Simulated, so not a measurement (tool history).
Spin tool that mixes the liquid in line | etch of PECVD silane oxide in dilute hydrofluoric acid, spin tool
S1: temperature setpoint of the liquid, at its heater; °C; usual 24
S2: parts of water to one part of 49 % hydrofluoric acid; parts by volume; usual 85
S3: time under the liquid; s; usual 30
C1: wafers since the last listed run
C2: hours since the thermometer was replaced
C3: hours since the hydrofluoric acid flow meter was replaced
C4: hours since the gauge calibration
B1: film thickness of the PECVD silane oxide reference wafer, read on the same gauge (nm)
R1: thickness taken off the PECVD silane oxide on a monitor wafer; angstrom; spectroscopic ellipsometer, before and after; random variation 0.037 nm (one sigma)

run     day    S1   S2  S3   C1     C2      C3     C4      B1     R1
  1       0    24   85  30    0  424.6  2128.3    359  149.98   94.4
  2   0.292    24   85  30  113  431.6  2135.3    366     150   93.9
  3   0.933    24   85  30  250    447  2150.7  381.4     150   93.9
  4   1.454    24   85  30  203  459.5  2163.2  393.9  150.01   93.7
  5   2.525    24   85  30  418  485.2  2188.9  419.6     150     94
  6   2.962    24   85  30  170  495.7  2199.4  430.1  149.99     93
  7   3.279    24   85  30  123  503.3    2207  437.7  149.98   93.4
      3.392  -- thermometer replaced
      3.921  -- hydrofluoric acid flow meter replaced
  8   5.142    21   65  30  694     42    29.3  482.4  149.99  115.3
  9     5.4    24   45  30  100   48.2    35.5  488.6  150.01  192.9
 10   5.833  20.5  105  40  169   58.6    45.9    499  150.02   88.8
 11   6.562    24   60  40  284   76.1    63.4  516.5     150  187.7
 12   7.179    21  110  30  240   90.9    78.2  531.3  149.99   64.4
 13   7.771  26.5   85  30  231  105.1    92.4  545.5  149.99  106.3
      8.029  -- gauge calibrated
 14   8.458    24  105  25  268  121.6   108.9   10.3  150.01   63.3
 15   9.138    22   55  50  265  137.9   125.2   26.6  150.02  236.5
 16  10.062    26   65  40  361  160.1   147.4   48.8     150  187.1
 17   10.75    24  100  15  268  176.6   163.9   65.3  149.99   39.9
 18  11.292    24   60  40  211  189.6   176.9   78.3     150  187.3
 19   11.75    24   50  45  178  200.6   187.9   89.3  150.01  252.9
 20  13.604  21.5   85  30  724  245.1   232.4  133.8  149.98   86.2
 21  14.142    28   85  30  209    258   245.3  146.7  150.01  111.8
 22  14.546    24   55  30  157  267.7     255  156.4     150  151.4
 23  15.138    24   85  30  231  281.9   269.2  170.6  150.01     95
 24  15.771  22.5   85  35  247  297.1   284.4  185.8     150  104.3
 25  16.212  22.5   85  30  172  307.7     295  196.4  149.99     89
 26  16.925  19.5   85  30  278  324.8   312.1  213.5     150   78.8
 27  17.604  21.5   55  15  265  341.1   328.4  229.8  150.04   68.3
 28  18.125    24   85  30  203  353.6   340.9  242.3  150.01   94.7
 29  18.658    24  115  15  208  366.4   353.7  255.1  149.98   33.5
 30  18.929    22   50  30  105  372.9   360.2  261.6  150.01    155
 31  19.538    27  105  15  237  387.5   374.8  276.2  149.99   42.1

The next listed run, before its measurement:
 32  20.112  19.5  85  30  224  401.3  388.6  290   ?   ?

Run 32 gave B1 149.99, R1 77.7 angstrom.
Without the tool's hidden state the same run would have given R1 80.8 angstrom.

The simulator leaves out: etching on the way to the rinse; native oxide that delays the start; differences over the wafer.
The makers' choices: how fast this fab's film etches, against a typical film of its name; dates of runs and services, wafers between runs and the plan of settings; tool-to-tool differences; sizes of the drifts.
